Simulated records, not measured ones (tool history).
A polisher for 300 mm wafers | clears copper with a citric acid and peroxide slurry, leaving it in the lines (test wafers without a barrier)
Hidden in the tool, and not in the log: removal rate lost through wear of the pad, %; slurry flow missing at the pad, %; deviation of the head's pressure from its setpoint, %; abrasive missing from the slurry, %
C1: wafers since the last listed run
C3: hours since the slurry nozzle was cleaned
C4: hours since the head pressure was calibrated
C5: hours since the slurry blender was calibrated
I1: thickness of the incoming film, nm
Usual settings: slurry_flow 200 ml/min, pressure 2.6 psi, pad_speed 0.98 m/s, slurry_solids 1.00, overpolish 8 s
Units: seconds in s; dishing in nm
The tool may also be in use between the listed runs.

{"run": 1, "day": 0.0, "slurry_flow": 200, "pressure": 3.3, "pad_speed": 1.16, "slurry_solids": 1.0, "overpolish": 8, "C1": 0, "wafers polished on this pad": 1033, "C3": 312.1, "C4": 1061.9, "C5": 54.5, "I1": 260.7, "seconds": 140.9, "dishing": 11.8}
{"day": 0.042, "done": "worn pad replaced by a new one"}
{"run": 2, "day": 1.171, "slurry_flow": 200, "pressure": 3.3, "pad_speed": 1.16, "slurry_solids": 1.0, "overpolish": 8, "C1": 187, "wafers polished on this pad": 187, "C3": 340.2, "C4": 1090.0, "C5": 82.6, "I1": 260.3, "seconds": 122.1, "dishing": 13.1}
{"run": 3, "day": 2.262, "slurry_flow": 200, "pressure": 3.3, "pad_speed": 1.16, "slurry_solids": 1.0, "overpolish": 8, "C1": 180, "wafers polished on this pad": 367, "C3": 366.4, "C4": 1116.2, "C5": 108.8, "I1": 258.0, "seconds": 123.0, "dishing": 12.4}
{"run": 4, "day": 3.312, "slurry_flow": 200, "pressure": 2.6, "pad_speed": 0.82, "slurry_solids": 1.0, "overpolish": 6, "C1": 173, "wafers polished on this pad": 541, "C3": 391.6, "C4": 1141.4, "C5": 134.0, "I1": 263.3, "seconds": 226.4, "dishing": 5.4}
{"day": 4.408, "done": "slurry blender recalibrated"}
{"run": 5, "day": 4.704, "slurry_flow": 200, "pressure": 2.6, "pad_speed": 0.82, "slurry_solids": 1.0, "overpolish": 6, "C1": 216, "wafers polished on this pad": 758, "C3": 425.0, "C4": 1174.8, "C5": 7.1, "I1": 261.9, "seconds": 231.5, "dishing": 5.3}
{"day": 6.538, "done": "worn pad replaced by a new one"}
{"run": 6, "day": 8.642, "slurry_flow": 200, "pressure": 2.6, "pad_speed": 0.98, "slurry_solids": 1.0, "overpolish": 8, "C1": 624, "wafers polished on this pad": 348, "C3": 519.5, "C4": 1269.3, "C5": 101.6, "I1": 260.2, "seconds": 183.2, "dishing": 9.1}
{"run": 7, "day": 9.396, "slurry_flow": 200, "pressure": 2.6, "pad_speed": 0.98, "slurry_solids": 1.0, "overpolish": 8, "C1": 124, "wafers polished on this pad": 473, "C3": 537.6, "C4": 1287.4, "C5": 119.7, "I1": 264.6, "seconds": 189.7, "dishing": 8.6}
{"day": 9.758, "done": "head pressure recalibrated"}
{"day": 9.967, "done": "slurry blender recalibrated"}
{"run": 8, "day": 10.554, "slurry_flow": 200, "pressure": 2.6, "pad_speed": 0.98, "slurry_solids": 1.0, "overpolish": 8, "C1": 164, "wafers polished on this pad": 637, "C3": 565.4, "C4": 19.1, "C5": 14.1, "I1": 263.6, "seconds": 195.4, "dishing": 8.5}
{"run": 9, "day": 11.208, "slurry_flow": 185, "pressure": 2.6, "pad_speed": 1.24, "slurry_solids": 1.0, "overpolish": 8, "C1": 108, "wafers polished on this pad": 745, "C3": 581.1, "C4": 34.8, "C5": 29.8, "I1": 262.2, "seconds": 157.9, "dishing": 10.0}
{"day": 12.333, "done": "worn pad replaced by a new one"}
{"run": 10, "day": 12.621, "slurry_flow": 185, "pressure": 2.6, "pad_speed": 1.24, "slurry_solids": 1.0, "overpolish": 8, "C1": 206, "wafers polished on this pad": 47, "C3": 615.0, "C4": 68.7, "C5": 63.7, "I1": 258.3, "seconds": 140.7, "dishing": 11.2}
{"run": 11, "day": 13.471, "slurry_flow": 200, "pressure": 2.6, "pad_speed": 1.28, "slurry_solids": 1.25, "overpolish": 4, "C1": 140, "wafers polished on this pad": 188, "C3": 635.4, "C4": 89.1, "C5": 84.1, "I1": 261.1, "seconds": 130.8, "dishing": 6.2}
{"run": 12, "day": 14.871, "slurry_flow": 200, "pressure": 2.6, "pad_speed": 0.98, "slurry_solids": 1.1, "overpolish": 3, "C1": 231, "wafers polished on this pad": 420, "C3": 669.0, "C4": 122.7, "C5": 117.7, "I1": 254.5, "seconds": 172.6, "dishing": 3.4}
{"day": 16.117, "done": "slurry blender recalibrated"}
{"day": 18.217, "done": "worn pad replaced by a new one"}
{"run": 13, "day": 18.529, "slurry_flow": 185, "pressure": 2.6, "pad_speed": 1.24, "slurry_solids": 1.0, "overpolish": 8, "C1": 564, "wafers polished on this pad": 52, "C3": 756.8, "C4": 210.5, "C5": 57.9, "I1": 258.4, "seconds": 141.0, "dishing": 10.9}
{"run": 14, "day": 19.758, "slurry_flow": 200, "pressure": 3.2, "pad_speed": 0.98, "slurry_solids": 1.0, "overpolish": 10, "C1": 203, "wafers polished on this pad": 255, "C3": 786.3, "C4": 240.0, "C5": 87.4, "I1": 261.0, "seconds": 147.8, "dishing": 13.6}
{"run": 15, "day": 20.408, "slurry_flow": 200, "pressure": 2.6, "pad_speed": 0.68, "slurry_solids": 1.0, "overpolish": 8, "C1": 107, "wafers polished on this pad": 363, "C3": 801.9, "C4": 255.6, "C5": 103.0, "I1": 258.3, "seconds": 253.2, "dishing": 6.5}
{"day": 21.512, "done": "slurry nozzle cleaned"}
{"run": 16, "day": 21.704, "slurry_flow": 225, "pressure": 2.6, "pad_speed": 0.78, "slurry_solids": 1.0, "overpolish": 3, "C1": 207, "wafers polished on this pad": 570, "C3": 4.6, "C4": 286.7, "C5": 134.1, "I1": 262.7, "seconds": 228.9, "dishing": 2.7}
{"run": 17, "day": 22.796, "slurry_flow": 260, "pressure": 2.6, "pad_speed": 0.98, "slurry_solids": 1.25, "overpolish": 4, "C1": 180, "wafers polished on this pad": 751, "C3": 30.8, "C4": 312.9, "C5": 160.3, "I1": 263.0, "seconds": 175.2, "dishing": 4.6}
{"day": 23.204, "done": "slurry blender recalibrated"}
{"run": 18, "day": 24.0, "slurry_flow": 200, "pressure": 2.6, "pad_speed": 0.78, "slurry_solids": 1.0, "overpolish": 12, "C1": 185, "wafers polished on this pad": 937, "C3": 59.7, "C4": 341.8, "C5": 19.1, "I1": 261.0, "seconds": 246.9, "dishing": 9.5}
{"day": 24.171, "done": "worn pad replaced by a new one"}
{"run": 19, "day": 26.621, "slurry_flow": 200, "pressure": 2.6, "pad_speed": 0.98, "slurry_solids": 1.0, "overpolish": 8, "C1": 406, "wafers polished on this pad": 405, "C3": 122.6, "C4": 404.7, "C5": 82.0, "I1": 259.8, "seconds": 186.3, "dishing": 8.6}
{"run": 20, "day": 27.6, "slurry_flow": 200, "pressure": 2.0, "pad_speed": 0.98, "slurry_solids": 1.0, "overpolish": 8, "C1": 162, "wafers polished on this pad": 567, "C3": 146.1, "C4": 428.2, "C5": 105.5, "I1": 256.2, "seconds": 244.3, "dishing": 6.7}

Forecast each of these 3 alternatives for the next run:
{"run": "A", "day": 27.621, "slurry_flow": 200, "pressure": 2.6, "pad_speed": 0.98, "slurry_solids": 1.0, "overpolish": 8, "C1": 3, "wafers polished on this pad": 571, "C3": 146.6, "C4": 428.7, "C5": 106.0, "I1": 254.7, "seconds": "?", "dishing": "?"}
{"run": "B", "day": 27.621, "slurry_flow": 150, "pressure": 2.6, "pad_speed": 0.74, "slurry_solids": 1.0, "overpolish": 5, "C1": 3, "wafers polished on this pad": 571, "C3": 146.6, "C4": 428.7, "C5": 106.0, "I1": 254.7, "seconds": "?", "dishing": "?"}
{"run": "C", "day": 27.621, "slurry_flow": 225, "pressure": 1.7, "pad_speed": 0.98, "slurry_solids": 0.8, "overpolish": 3, "C1": 3, "wafers polished on this pad": 571, "C3": 146.6, "C4": 428.7, "C5": 106.0, "I1": 254.7, "seconds": "?", "dishing": "?"}

run=A seconds=185.0 dishing=8.6
run=B seconds=252.8 dishing=4.0
run=C seconds=292.1 dishing=2.1
Without the tool's hidden state the same runs would have given:
run=A seconds=170.3 dishing=9.3
run=B seconds=232.8 dishing=4.3
run=C seconds=268.8 dishing=2.3

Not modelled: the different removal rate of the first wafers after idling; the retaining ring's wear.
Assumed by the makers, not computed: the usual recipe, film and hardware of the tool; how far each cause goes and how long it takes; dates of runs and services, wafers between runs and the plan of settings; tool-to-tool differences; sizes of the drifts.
